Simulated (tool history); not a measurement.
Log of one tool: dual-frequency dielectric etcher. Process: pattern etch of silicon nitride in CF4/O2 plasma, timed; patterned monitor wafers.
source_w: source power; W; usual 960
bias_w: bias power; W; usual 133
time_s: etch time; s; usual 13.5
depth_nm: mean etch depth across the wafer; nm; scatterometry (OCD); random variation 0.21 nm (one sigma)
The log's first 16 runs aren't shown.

run	day	source_w	bias_w	time_s	wafers since the last listed run	hours since the last wet clean	hours since the last source power generator calibration	hours since the last bias power generator calibration	hours since the last upper electrode change	hours since the gauge calibration	read-back reference wafer on the same gauge, depth_nm	depth_nm
17	9.258	960	133	13.5	175	91.1	179.3	1577.2	3171.1	141.5	45.47	45.52
18	9.738	960	102	15.5	264	102.6	190.8	1588.7	3182.6	153	45.51	46.86
19	10.3	960	133	13.5	310	116.1	204.3	1602.2	3196.1	166.5	45.51	45.19
20	10.583	960	133	10.5	156	122.9	211.1	1609	3202.9	173.3	45.49	35.33
# day 11.333: bias power generator calibrated
# day 12.275: upper electrode replaced
21	12.296	960	148	17	332	164	252.2	23.1	0.5	214.4	45.47	60.2
22	12.312	770	102	10	9	164.4	252.6	23.5	0.9	214.8	45.53	23.99
23	12.325	960	149	13.5	6	164.7	252.9	23.8	1.2	215.1	45.53	48.14
24	12.871	1150	133	15	301	177.8	266	36.9	14.3	228.2	45.51	61.49
25	13.538	960	133	13.5	368	193.8	282	52.9	30.3	244.2	45.49	45.84
26	13.996	960	109	13.5	253	204.8	293	63.9	41.3	255.2	45.45	41.87
27	14.742	960	133	13.5	412	222.7	310.9	81.8	59.2	273.1	45.54	46.13
28	15.458	870	133	13.5	396	239.9	328.1	99	76.4	290.3	45.49	41.17
29	16.188	1050	102	10.5	403	257.4	345.6	116.5	93.9	307.8	45.44	35.4
30	16.754	960	151	15.5	313	271	359.2	130.1	107.5	321.4	45.48	55.39
31	17.942	960	115	12	656	299.5	387.7	158.6	136	349.9	45.47	38.71

3 ways to go on from here, each from the tool as it stands after run 31. What would each give?
A	17.958	960	133	12	9	299.9	388.1	159	136.4	350.3	?	?
B	17.958	960	142	13.5	9	299.9	388.1	159	136.4	350.3	?	?
C	17.958	1100	125	15	9	299.9	388.1	159	136.4	350.3	?	?

run	read-back reference wafer on the same gauge, depth_nm	depth_nm
A	45.51	40.57
B	45.51	46.88
C	45.51	57.05
Without the tool's hidden state the same runs would have given:
run	depth_nm
A	39.4
B	45.53
C	55.4

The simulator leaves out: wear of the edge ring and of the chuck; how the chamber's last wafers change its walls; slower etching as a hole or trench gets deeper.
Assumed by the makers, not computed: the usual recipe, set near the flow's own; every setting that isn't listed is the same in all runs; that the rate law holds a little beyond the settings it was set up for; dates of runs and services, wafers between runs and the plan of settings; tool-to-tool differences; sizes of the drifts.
